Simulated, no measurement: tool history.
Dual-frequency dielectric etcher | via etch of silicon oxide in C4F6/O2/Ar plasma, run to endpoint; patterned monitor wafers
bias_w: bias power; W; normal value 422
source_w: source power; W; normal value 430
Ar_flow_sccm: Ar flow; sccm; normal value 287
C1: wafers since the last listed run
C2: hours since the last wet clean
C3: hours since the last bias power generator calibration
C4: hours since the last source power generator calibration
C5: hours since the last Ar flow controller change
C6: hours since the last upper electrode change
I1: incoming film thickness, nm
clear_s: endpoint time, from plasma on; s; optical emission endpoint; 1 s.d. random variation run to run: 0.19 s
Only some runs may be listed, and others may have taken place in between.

run 1 day=0.000 | bias_w=422 source_w=430 Ar_flow_sccm=287 | C1=0 C2=408.3 C3=906.4 C4=1415.6 C5=1276.5 C6=4034.6 | I1=116.2 | clear_s=26.4
run 2 day=1.262 | bias_w=422 source_w=430 Ar_flow_sccm=287 | C1=563 C2=438.6 C3=936.7 C4=1445.9 C5=1306.8 C6=4064.9 | I1=115.3 | clear_s=26.2
run 3 day=2.350 | bias_w=422 source_w=430 Ar_flow_sccm=287 | C1=485 C2=464.7 C3=962.8 C4=1472.0 C5=1332.9 C6=4091.0 | I1=114.4 | clear_s=25.7
run 4 day=4.142 | bias_w=422 source_w=430 Ar_flow_sccm=287 | C1=800 C2=507.7 C3=1005.8 C4=1515.0 C5=1375.9 C6=4134.0 | I1=115.5 | clear_s=26.6
run 5 day=6.579 | bias_w=422 source_w=430 Ar_flow_sccm=287 | C1=1088 C2=566.2 C3=1064.3 C4=1573.5 C5=1434.4 C6=4192.5 | I1=116.8 | clear_s=27.0
-- day=7.700 wet clean of the chamber
run 6 day=7.733 | bias_w=422 source_w=470 Ar_flow_sccm=339 | C1=68 C2=0.8 C3=1092.0 C4=1601.2 C5=1462.1 C6=4220.2 | I1=115.2 | clear_s=24.7
run 7 day=10.604 | bias_w=422 source_w=470 Ar_flow_sccm=339 | C1=1282 C2=69.7 C3=1160.9 C4=1670.1 C5=1531.0 C6=4289.1 | I1=116.2 | clear_s=25.0
run 8 day=11.904 | bias_w=422 source_w=470 Ar_flow_sccm=339 | C1=580 C2=100.9 C3=1192.1 C4=1701.3 C5=1562.2 C6=4320.3 | I1=116.4 | clear_s=25.2
run 9 day=14.600 | bias_w=422 source_w=430 Ar_flow_sccm=287 | C1=1203 C2=165.6 C3=1256.8 C4=1766.0 C5=1626.9 C6=4385.0 | I1=116.3 | clear_s=25.9
run 10 day=17.583 | bias_w=422 source_w=430 Ar_flow_sccm=287 | C1=1332 C2=237.2 C3=1328.4 C4=1837.6 C5=1698.5 C6=4456.6 | I1=115.8 | clear_s=25.9
run 11 day=20.508 | bias_w=422 source_w=430 Ar_flow_sccm=287 | C1=1306 C2=307.4 C3=1398.6 C4=1907.8 C5=1768.7 C6=4526.8 | I1=115.5 | clear_s=26.3
run 12 day=21.538 | bias_w=357 source_w=430 Ar_flow_sccm=287 | C1=459 C2=332.1 C3=1423.3 C4=1932.5 C5=1793.4 C6=4551.5 | I1=116.1 | clear_s=27.6
-- day=21.858 source power generator calibrated
run 13 day=22.921 | bias_w=321 source_w=400 Ar_flow_sccm=259 | C1=543 C2=365.3 C3=1456.5 C4=25.5 C5=1826.6 C6=4584.7 | I1=116.3 | clear_s=29.5
-- day=25.704 bias power generator calibrated
run 14 day=25.725 | bias_w=451 source_w=430 Ar_flow_sccm=287 | C1=1177 C2=432.6 C3=0.5 C4=92.8 C5=1893.9 C6=4652.0 | I1=115.3 | clear_s=25.8
run 15 day=26.788 | bias_w=422 source_w=380 Ar_flow_sccm=326 | C1=474 C2=458.1 C3=26.0 C4=118.3 C5=1919.4 C6=4677.5 | I1=116.0 | clear_s=28.6
run 16 day=27.792 | bias_w=504 source_w=430 Ar_flow_sccm=327 | C1=448 C2=482.2 C3=50.1 C4=142.4 C5=1943.5 C6=4701.6 | I1=116.2 | clear_s=25.7
run 17 day=30.104 | bias_w=422 source_w=470 Ar_flow_sccm=287 | C1=1032 C2=537.7 C3=105.6 C4=197.9 C5=1999.0 C6=4757.1 | I1=115.3 | clear_s=25.6
-- day=32.121 upper electrode replaced
run 18 day=32.142 | bias_w=321 source_w=400 Ar_flow_sccm=259 | C1=463 C2=586.6 C3=154.5 C4=246.8 C5=2047.9 C6=0.5 | I1=115.4 | clear_s=29.8
-- day=33.925 wet clean of the chamber
run 19 day=33.946 | bias_w=380 source_w=430 Ar_flow_sccm=347 | C1=359 C2=0.5 C3=197.8 C4=290.1 C5=2091.2 C6=43.8 | I1=116.7 | clear_s=26.9
-- day=34.500 Ar flow controller replaced
run 20 day=35.962 | bias_w=422 source_w=430 Ar_flow_sccm=287 | C1=788 C2=48.9 C3=246.2 C4=338.5 C5=35.1 C6=92.2 | I1=115.5 | clear_s=25.5
run 21 day=38.029 | bias_w=388 source_w=520 Ar_flow_sccm=246 | C1=922 C2=98.5 C3=295.8 C4=388.1 C5=84.7 C6=141.8 | I1=115.0 | clear_s=23.3
run 22 day=39.654 | bias_w=422 source_w=430 Ar_flow_sccm=287 | C1=725 C2=137.5 C3=334.8 C4=427.1 C5=123.7 C6=180.8 | I1=115.2 | clear_s=25.8
run 23 day=41.583 | bias_w=422 source_w=430 Ar_flow_sccm=249 | C1=861 C2=183.8 C3=381.1 C4=473.4 C5=170.0 C6=227.1 | I1=115.3 | clear_s=25.3
run 24 day=44.233 | bias_w=496 source_w=430 Ar_flow_sccm=215 | C1=1183 C2=247.4 C3=444.7 C4=537.0 C5=233.6 C6=290.7 | I1=116.0 | clear_s=23.6

5 ways to go on from here, each from the tool as it stands after run 24. What would each give?
run A day=44.250 | bias_w=422 source_w=430 Ar_flow_sccm=243 | C1=7 C2=247.8 C3=445.1 C4=537.4 C5=234.0 C6=291.1 | I1=116.2 | clear_s=?
run B day=44.250 | bias_w=422 source_w=490 Ar_flow_sccm=287 | C1=7 C2=247.8 C3=445.1 C4=537.4 C5=234.0 C6=291.1 | I1=116.2 | clear_s=?
run C day=44.250 | bias_w=422 source_w=430 Ar_flow_sccm=345 | C1=7 C2=247.8 C3=445.1 C4=537.4 C5=234.0 C6=291.1 | I1=116.2 | clear_s=?
run D day=44.250 | bias_w=378 source_w=430 Ar_flow_sccm=309 | C1=7 C2=247.8 C3=445.1 C4=537.4 C5=234.0 C6=291.1 | I1=116.2 | clear_s=?
run E day=44.250 | bias_w=485 source_w=430 Ar_flow_sccm=287 | C1=7 C2=247.8 C3=445.1 C4=537.4 C5=234.0 C6=291.1 | I1=116.2 | clear_s=?

run=A clear_s=25.4
run=B clear_s=24.4
run=C clear_s=26.7
run=D clear_s=27.1
run=E clear_s=24.9
With no hidden state in the tool, these same runs would have given:
run=A clear_s=24.6
run=B clear_s=23.7
run=C clear_s=25.9
run=D clear_s=26.3
run=E clear_s=24.2
